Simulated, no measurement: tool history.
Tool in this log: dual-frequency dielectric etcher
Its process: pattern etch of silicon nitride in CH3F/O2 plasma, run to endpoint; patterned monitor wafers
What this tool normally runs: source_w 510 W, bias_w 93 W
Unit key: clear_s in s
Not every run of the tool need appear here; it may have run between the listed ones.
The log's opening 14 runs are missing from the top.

run	hour	source_w	bias_w	incoming incoming film thickness, nm	clear_s
15	413.9	510	93	104.1	102.4
16	442.5	420	114	104.8	105.9
17	456.7	450	72	104.2	115.1
18	484.8	640	73	105.1	100.3
# hour 517.9: bias power generator calibrated
19	518.4	510	93	104.9	103.3
20	568.9	510	82	105	106
# hour 606.3: source power generator calibrated
21	664.3	420	78	104.1	116.2
22	698.6	510	72	105.3	110.1
23	724	600	93	104.6	96.4
24	747.9	600	93	105.3	96.4

Run 25 is up next; what results do you expect?
25	771.5	640	73	104.3	?

clear_s: 99 s
If the tool had no hidden condition, the same run with the same run-to-run variation would have returned clear_s 99 s.
